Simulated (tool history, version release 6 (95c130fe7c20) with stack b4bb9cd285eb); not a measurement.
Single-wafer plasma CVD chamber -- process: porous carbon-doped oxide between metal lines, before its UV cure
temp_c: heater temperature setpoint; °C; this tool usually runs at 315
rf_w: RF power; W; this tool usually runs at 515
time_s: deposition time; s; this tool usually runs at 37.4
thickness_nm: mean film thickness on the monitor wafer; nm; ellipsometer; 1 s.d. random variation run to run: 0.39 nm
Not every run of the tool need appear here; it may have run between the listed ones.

run     day  temp_c  rf_w  time_s  read-back reference wafer on the same gauge, thickness_nm  thickness_nm
  1       0     315   515    37.4                                                    168.044       183.837
  2   2.054     315   515    37.4                                                    167.965       184.075
  3   3.604     315   515    37.4                                                    167.867       183.229
  4   6.196     315   515    37.4                                                    167.976       183.451
  5   8.038     315   515    37.4                                                    167.991       182.642
  6    9.65     315   515    37.4                                                    167.994       182.184
  7  11.338     315   515    37.4                                                    168.076       181.294
  8    13.8     321   515    37.4                                                    168.009       175.442
  9  14.983     321   515    37.4                                                    167.951       174.832
 10   16.95     321   515    37.4                                                    167.834       174.786
     18.696  -- thermocouple changed; heater temperature recalibrated
 11  19.508     315   515    37.4                                                    168.133       189.076
 12  21.683     315   515    37.4                                                    168.044       188.803
 13    22.7     315   515    37.4                                                    168.091       188.914
 14  25.158     315   515    37.4                                                    167.911       188.046
 15  26.425     315   515    30.4                                                     168.06       153.873
 16  28.662     304   555    33.6                                                    167.915       192.917
     30.683  -- RF generator calibrated
 17  30.983     315   615    37.4                                                    167.951       217.798
     31.117  -- gauge calibrated
     34.121  -- showerhead replaced
 18  34.142     322   565    33.5                                                    168.154       176.297
 19  34.992     327   515    41.8                                                    167.877       198.478
 20  37.346     329   415    37.4                                                    168.133       146.967
 21  39.242     315   515    37.4                                                    168.099       190.379
 22  40.904     315   555    41.2                                                    167.954       221.769
 23  43.725     315   515    33.9                                                     168.02       172.159
 24  44.792     328   590    43.6                                                    167.983       226.738
 25  46.646     315   515    37.4                                                    167.987       189.749
 26  49.012     309   470    42.9                                                     167.91       209.835
 27  50.658     302   555    37.4                                                    167.899       217.526
 28  52.212     315   515    31.4                                                    168.001       159.813

The same runs without the tool's hidden state, with the same run-to-run variation:
What the log doesn't record here: wafer temperature above the value expected at the setpoint (K); delivered RF power above the setpoint (%); gauge reads high (%).
run  thickness_nm
  1       190.995
  2         191.6
  3       190.992
  4       191.688
  5       191.178
  6       190.994
  7       190.373
  8       184.399
  9       183.971
 10       184.282
 11       190.785
 12       190.645
 13       190.824
 14       190.112
 15       155.637
 16       195.183
 17       217.339
 18       176.184
 19       198.447
 20       147.218
 21       190.663
 22       222.249
 23       172.785
 24       227.689
 25       190.721
 26       211.184
 27       219.055
 28       161.114
